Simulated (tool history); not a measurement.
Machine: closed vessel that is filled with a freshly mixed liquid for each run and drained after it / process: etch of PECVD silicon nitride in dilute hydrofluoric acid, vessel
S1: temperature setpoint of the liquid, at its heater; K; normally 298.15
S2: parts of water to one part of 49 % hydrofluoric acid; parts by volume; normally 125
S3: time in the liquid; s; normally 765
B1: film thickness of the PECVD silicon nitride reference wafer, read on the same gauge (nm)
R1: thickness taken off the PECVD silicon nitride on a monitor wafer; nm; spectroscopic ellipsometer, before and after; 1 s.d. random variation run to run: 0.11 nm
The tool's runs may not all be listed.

{"run": 1, "hour": 0.0, "S1": 298.15, "S2": 125, "S3": 1060, "B1": 70, "R1": 36.51}
{"run": 2, "hour": 66.9, "S1": 298.15, "S2": 125, "S3": 1060, "B1": 70, "R1": 36.51}
{"run": 3, "hour": 136.2, "S1": 298.15, "S2": 125, "S3": 765, "B1": 69.99, "R1": 26.23}
{"hour": 139.2, "done": "gauge calibrated"}
{"run": 4, "hour": 298.1, "S1": 298.15, "S2": 125, "S3": 765, "B1": 70, "R1": 26.5}
{"run": 5, "hour": 360.8, "S1": 298.15, "S2": 125, "S3": 765, "B1": 70.03, "R1": 26.38}
{"hour": 363.5, "done": "hydrofluoric acid flow meter replaced"}
{"run": 6, "hour": 400.2, "S1": 302.15, "S2": 125, "S3": 765, "B1": 69.98, "R1": 34.16}
{"run": 7, "hour": 431.7, "S1": 302.15, "S2": 125, "S3": 765, "B1": 70, "R1": 34.22}
{"run": 8, "hour": 455.8, "S1": 298.15, "S2": 125, "S3": 1100, "B1": 69.99, "R1": 38.2}
{"run": 9, "hour": 493.8, "S1": 295.15, "S2": 125, "S3": 405, "B1": 70.01, "R1": 11.62}
{"run": 10, "hour": 530.7, "S1": 294.65, "S2": 65, "S3": 1065, "B1": 70.04, "R1": 55.9}
{"run": 11, "hour": 581.3, "S1": 298.15, "S2": 140, "S3": 985, "B1": 69.99, "R1": 30.8}
{"run": 12, "hour": 637.0, "S1": 298.15, "S2": 140, "S3": 555, "B1": 70.04, "R1": 17.45}
{"hour": 638.2, "done": "gauge calibrated"}
{"hour": 641.7, "done": "thermometer replaced"}
{"run": 13, "hour": 706.4, "S1": 294.15, "S2": 180, "S3": 765, "B1": 69.98, "R1": 13.88}

Expected results for the next run?
{"run": 14, "hour": 731.4, "S1": 298.15, "S2": 125, "S3": 530, "B1": "?", "R1": "?"}

B1: 70
R1: 17.92 nm
If the tool had no hidden condition, the same run with the same run-to-run variation would have returned R1 17.87 nm.

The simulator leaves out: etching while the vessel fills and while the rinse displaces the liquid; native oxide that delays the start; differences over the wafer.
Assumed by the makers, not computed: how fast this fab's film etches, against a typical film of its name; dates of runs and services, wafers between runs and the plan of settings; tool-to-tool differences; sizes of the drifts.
